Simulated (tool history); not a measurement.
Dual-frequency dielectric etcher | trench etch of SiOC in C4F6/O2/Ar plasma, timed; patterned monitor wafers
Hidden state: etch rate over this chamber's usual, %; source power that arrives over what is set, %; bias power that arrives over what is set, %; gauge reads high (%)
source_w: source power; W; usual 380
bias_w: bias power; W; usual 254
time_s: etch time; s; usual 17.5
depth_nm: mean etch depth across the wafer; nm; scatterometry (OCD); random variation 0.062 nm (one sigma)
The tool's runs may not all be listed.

| run | day | source_w | bias_w | time_s | wafers since the last listed run | hours since the last wet clean | hours since the last source power generator calibration | hours since the last bias power generator calibration | hours since the last upper electrode change | hours since the gauge calibration | read-back reference wafer on the same gauge, depth_nm | depth_nm |
|---|---|---|---|---|---|---|---|---|---|---|---|---|
| 1 | 0.000 | 450 | 254 | 17.5 | 0 | 524.4 | 2935.3 | 3180.2 | 6075.9 | 403.1 | 49.00 | 43.39 |
|  | 1.892 | wet clean of the chamber |
| 2 | 1.912 | 450 | 254 | 17.5 | 474 | 0.5 | 2981.2 | 3226.1 | 6121.8 | 449.0 | 48.99 | 43.75 |
| 3 | 2.175 | 380 | 254 | 17.5 | 136 | 6.8 | 2987.5 | 3232.4 | 6128.1 | 455.3 | 48.98 | 41.02 |
| 4 | 2.783 | 380 | 254 | 13.5 | 316 | 21.4 | 3002.1 | 3247.0 | 6142.7 | 469.9 | 49.01 | 31.76 |
| 5 | 3.317 | 380 | 254 | 17.5 | 277 | 34.2 | 3014.9 | 3259.8 | 6155.5 | 482.7 | 49.00 | 41.16 |
| 6 | 4.754 | 380 | 304 | 19.0 | 746 | 68.7 | 3049.4 | 3294.3 | 6190.0 | 517.2 | 48.99 | 46.16 |
| 7 | 5.371 | 380 | 304 | 19.0 | 320 | 83.5 | 3064.2 | 3309.1 | 6204.8 | 532.0 | 48.97 | 46.18 |
| 8 | 7.058 | 380 | 304 | 19.0 | 876 | 124.0 | 3104.7 | 3349.6 | 6245.3 | 572.5 | 49.00 | 46.20 |
| 9 | 8.292 | 380 | 269 | 17.5 | 640 | 153.6 | 3134.3 | 3379.2 | 6274.9 | 602.1 | 49.01 | 41.45 |
| 10 | 9.138 | 380 | 254 | 17.5 | 439 | 173.9 | 3154.6 | 3399.5 | 6295.2 | 622.4 | 49.00 | 41.01 |
|  | 10.575 | upper electrode replaced |
|  | 10.592 | bias power generator calibrated |
| 11 | 10.612 | 320 | 254 | 21.5 | 237 | 209.3 | 3190.0 | 0.5 | 0.9 | 657.8 | 49.00 | 47.20 |
| 12 | 11.179 | 450 | 195 | 13.0 | 294 | 222.9 | 3203.6 | 14.1 | 14.5 | 671.4 | 49.01 | 30.89 |
| 13 | 11.862 | 380 | 314 | 17.5 | 354 | 239.3 | 3220.0 | 30.5 | 30.9 | 687.8 | 49.01 | 42.68 |
|  | 11.871 | gauge calibrated |
| 14 | 12.792 | 380 | 254 | 17.5 | 482 | 261.6 | 3242.3 | 52.8 | 53.2 | 22.1 | 49.01 | 40.92 |
| 15 | 13.425 | 340 | 254 | 17.5 | 328 | 276.8 | 3257.5 | 68.0 | 68.4 | 37.3 | 48.98 | 39.37 |
| 16 | 13.938 | 480 | 287 | 16.0 | 266 | 289.1 | 3269.8 | 80.3 | 80.7 | 49.6 | 49.01 | 41.78 |
| 17 | 15.217 | 380 | 254 | 17.5 | 664 | 319.8 | 3300.5 | 111.0 | 111.4 | 80.3 | 49.02 | 40.99 |
| 18 | 16.008 | 350 | 254 | 13.0 | 411 | 338.8 | 3319.5 | 130.0 | 130.4 | 99.3 | 49.00 | 29.51 |
|  | 17.171 | source power generator calibrated |
| 19 | 17.192 | 300 | 210 | 17.5 | 528 | 367.2 | 0.5 | 158.4 | 158.8 | 127.7 | 48.99 | 36.25 |
| 20 | 18.212 | 470 | 226 | 14.5 | 530 | 391.7 | 25.0 | 182.9 | 183.3 | 152.2 | 49.00 | 35.84 |
| 21 | 19.158 | 440 | 207 | 16.0 | 491 | 414.4 | 47.7 | 205.6 | 206.0 | 174.9 | 49.02 | 37.99 |
| 22 | 20.071 | 350 | 254 | 17.5 | 474 | 436.3 | 69.6 | 227.5 | 227.9 | 196.8 | 49.00 | 39.70 |
| 23 | 21.408 | 380 | 254 | 16.0 | 694 | 468.4 | 101.7 | 259.6 | 260.0 | 228.9 | 48.99 | 37.28 |
| 24 | 22.079 | 430 | 254 | 17.5 | 348 | 484.5 | 117.8 | 275.7 | 276.1 | 245.0 | 49.00 | 42.65 |
| 25 | 22.942 | 380 | 254 | 17.5 | 448 | 505.2 | 138.5 | 296.4 | 296.8 | 265.7 | 48.99 | 40.93 |
| 26 | 24.421 | 450 | 218 | 17.5 | 768 | 540.7 | 174.0 | 331.9 | 332.3 | 301.2 | 48.98 | 42.17 |
| 27 | 25.279 | 300 | 254 | 13.0 | 445 | 561.3 | 194.6 | 352.5 | 352.9 | 321.8 | 49.00 | 27.79 |
| 28 | 25.938 | 380 | 254 | 17.5 | 341 | 577.1 | 210.4 | 368.3 | 368.7 | 337.6 | 49.01 | 40.83 |
| 29 | 26.638 | 290 | 254 | 20.5 | 363 | 593.9 | 227.2 | 385.1 | 385.5 | 354.4 | 49.00 | 43.50 |

Hidden state at the last listed run before each entry between runs and at the first one after, where it differs:
Between runs 1 and 2: wet clean of the chamber (day 1.892)
  etch rate over this chamber's usual, %: -0.613 -> 0.0845
  measured less the result without the state, depth_nm: -0.27 -> +0.04 nm
Between runs 10 and 11: upper electrode replaced (day 10.575); bias power generator calibrated (day 10.592)
  etch rate over this chamber's usual, %: -0.112 -> -0.152
  measured less the result without the state, depth_nm: -0.05 -> -0.07 nm
Between runs 13 and 14: gauge calibrated (day 11.871)
  etch rate over this chamber's usual, %: -0.186 -> -0.212
  measured less the result without the state, depth_nm: -0.08 -> -0.08 nm
Between runs 18 and 19: source power generator calibrated (day 17.171)
  etch rate over this chamber's usual, %: -0.299 -> -0.331
  measured less the result without the state, depth_nm: -0.09 -> -0.12 nm

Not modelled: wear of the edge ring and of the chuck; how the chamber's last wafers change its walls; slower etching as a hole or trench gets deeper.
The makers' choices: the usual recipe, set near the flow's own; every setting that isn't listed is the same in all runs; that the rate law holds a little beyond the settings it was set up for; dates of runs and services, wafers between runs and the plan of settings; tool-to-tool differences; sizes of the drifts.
